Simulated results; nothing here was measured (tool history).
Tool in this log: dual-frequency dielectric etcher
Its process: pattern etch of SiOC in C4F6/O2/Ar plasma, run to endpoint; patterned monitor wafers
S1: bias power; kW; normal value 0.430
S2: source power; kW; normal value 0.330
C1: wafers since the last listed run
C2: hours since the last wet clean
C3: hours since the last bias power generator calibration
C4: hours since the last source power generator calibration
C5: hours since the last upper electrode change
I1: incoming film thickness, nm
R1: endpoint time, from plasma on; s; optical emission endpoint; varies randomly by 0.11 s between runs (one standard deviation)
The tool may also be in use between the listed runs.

{"run": 1, "day": 0.0, "S1": 0.482, "S2": 0.33, "C1": 0, "C2": 183.5, "C3": 3124.8, "C4": 2516.6, "C5": 3486.3, "I1": 33.62, "R1": 12.4}
{"run": 2, "day": 2.788, "S1": 0.482, "S2": 0.33, "C1": 1164, "C2": 250.4, "C3": 3191.7, "C4": 2583.5, "C5": 3553.2, "I1": 33.73, "R1": 12.2}
{"run": 3, "day": 4.429, "S1": 0.482, "S2": 0.33, "C1": 685, "C2": 289.8, "C3": 3231.1, "C4": 2622.9, "C5": 3592.6, "I1": 33.31, "R1": 12.0}
{"run": 4, "day": 6.75, "S1": 0.43, "S2": 0.33, "C1": 969, "C2": 345.5, "C3": 3286.8, "C4": 2678.6, "C5": 3648.3, "I1": 33.35, "R1": 12.7}
{"run": 5, "day": 9.479, "S1": 0.43, "S2": 0.33, "C1": 1140, "C2": 411.0, "C3": 3352.3, "C4": 2744.1, "C5": 3713.8, "I1": 33.61, "R1": 12.6}
{"day": 11.35, "done": "upper electrode replaced"}
{"day": 11.746, "done": "wet clean of the chamber"}
{"run": 6, "day": 11.767, "S1": 0.43, "S2": 0.33, "C1": 372, "C2": 0.5, "C3": 3407.2, "C4": 2799.0, "C5": 10.0, "I1": 33.6, "R1": 13.3}
{"run": 7, "day": 12.658, "S1": 0.511, "S2": 0.33, "C1": 372, "C2": 21.9, "C3": 3428.6, "C4": 2820.4, "C5": 31.4, "I1": 33.69, "R1": 12.2}
{"run": 8, "day": 13.783, "S1": 0.365, "S2": 0.36, "C1": 469, "C2": 48.9, "C3": 3455.6, "C4": 2847.4, "C5": 58.4, "I1": 33.33, "R1": 13.4}
{"run": 9, "day": 16.083, "S1": 0.534, "S2": 0.38, "C1": 960, "C2": 104.1, "C3": 3510.8, "C4": 2902.6, "C5": 113.6, "I1": 33.66, "R1": 11.4}
{"day": 16.333, "done": "bias power generator calibrated"}
{"day": 16.742, "done": "source power generator calibrated"}
{"run": 10, "day": 18.375, "S1": 0.402, "S2": 0.29, "C1": 818, "C2": 159.1, "C3": 49.0, "C4": 39.2, "C5": 168.6, "I1": 33.59, "R1": 13.7}
{"run": 11, "day": 20.817, "S1": 0.391, "S2": 0.36, "C1": 1019, "C2": 217.7, "C3": 107.6, "C4": 97.8, "C5": 227.2, "I1": 33.39, "R1": 12.8}
{"run": 12, "day": 22.083, "S1": 0.43, "S2": 0.33, "C1": 529, "C2": 248.1, "C3": 138.0, "C4": 128.2, "C5": 257.6, "I1": 33.67, "R1": 12.8}
{"run": 13, "day": 23.975, "S1": 0.468, "S2": 0.36, "C1": 790, "C2": 293.5, "C3": 183.4, "C4": 173.6, "C5": 303.0, "I1": 33.71, "R1": 12.1}
{"run": 14, "day": 26.475, "S1": 0.43, "S2": 0.41, "C1": 1044, "C2": 353.5, "C3": 243.4, "C4": 233.6, "C5": 363.0, "I1": 33.77, "R1": 11.7}
{"day": 30.571, "done": "wet clean of the chamber"}
{"run": 15, "day": 32.225, "S1": 0.43, "S2": 0.33, "C1": 1984, "C2": 39.7, "C3": 381.4, "C4": 371.6, "C5": 501.0, "I1": 33.41, "R1": 13.0}
{"run": 16, "day": 33.246, "S1": 0.488, "S2": 0.39, "C1": 426, "C2": 64.2, "C3": 405.9, "C4": 396.1, "C5": 525.5, "I1": 33.7, "R1": 11.8}
{"run": 17, "day": 35.842, "S1": 0.43, "S2": 0.33, "C1": 1084, "C2": 126.5, "C3": 468.2, "C4": 458.4, "C5": 587.8, "I1": 33.83, "R1": 12.8}

For each run, what was the tool's unlogged condition?
bias power that arrives over what is set, %: 0, the same for each run
source power that arrives over what is set, %: 0, the same for each run
H1: etch rate over this chamber's usual, %
run=1 H1=1.58
run=2 H1=2.28
run=3 H1=2.7
run=4 H1=3.28
run=5 H1=3.97
run=6 H1=-0.138
run=7 H1=0.0877
run=8 H1=0.372
run=9 H1=0.953
run=10 H1=1.53
run=11 H1=2.15
run=12 H1=2.47
run=13 H1=2.95
run=14 H1=3.58
run=15 H1=0.448
run=16 H1=0.706
run=17 H1=1.36
